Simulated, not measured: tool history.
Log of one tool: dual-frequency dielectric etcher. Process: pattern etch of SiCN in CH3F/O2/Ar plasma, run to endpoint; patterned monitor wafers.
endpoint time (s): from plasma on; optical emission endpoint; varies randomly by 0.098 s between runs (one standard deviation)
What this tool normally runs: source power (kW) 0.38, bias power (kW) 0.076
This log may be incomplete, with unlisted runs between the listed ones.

run	hour	source power (kW)	bias power (kW)	incoming incoming film thickness, nm	endpoint time (s)
1	0	0.38	0.076	11.25	28
2	29.6	0.38	0.076	11.19	27.8
3	41.8	0.38	0.089	11.19	26
4	54.1	0.38	0.089	11.23	26
# hour 93.7: wet clean of the chamber
5	94.2	0.35	0.07	11.21	31.4
6	159.4	0.35	0.07	11.21	31.3
7	195.4	0.35	0.07	11.26	31.3
8	220.9	0.38	0.076	11.27	28.7
9	256.4	0.38	0.076	11.21	28.6
# hour 278.6: source power generator calibrated
10	281.9	0.38	0.076	11.22	28.2
# hour 308.2: bias power generator calibrated
11	308.7	0.38	0.076	11.37	28.6
12	336.3	0.38	0.076	11.22	28
13	348.9	0.44	0.076	11.03	25.6
14	380	0.29	0.092	11.17	29.7
# hour 485.7: wet clean of the chamber
15	486.2	0.44	0.069	11.23	27.5
16	486.5	0.33	0.085	11.19	29.4
17	500.3	0.46	0.068	11.27	27.4
18	527.6	0.45	0.086	11.2	24.5
# hour 592.1: upper electrode replaced
19	618.6	0.38	0.076	11.16	28.2
20	694	0.44	0.084	11.27	24.8
21	729.3	0.41	0.063	11.12	29
22	745	0.32	0.095	11.11	27.3
23	774.9	0.31	0.065	11.21	33.7
24	802.1	0.28	0.063	10.97	35.7
25	817.4	0.34	0.069	11.28	31.1
# hour 858.5: wet clean of the chamber
26	859	0.38	0.076	11.13	28.3

3 ways to go on from here, each from the tool as it stands after run 26. What would each give?
A	859.4	0.29	0.076	11.26	?
B	859.4	0.38	0.094	11.26	?
C	859.4	0.44	0.094	11.26	?

run	endpoint time (s)
A	33.4
B	25.8
C	24
With the hidden condition removed and each run's random variation left untouched, the same runs would have given:
run	endpoint time (s)
A	33.6
B	26
C	24.1
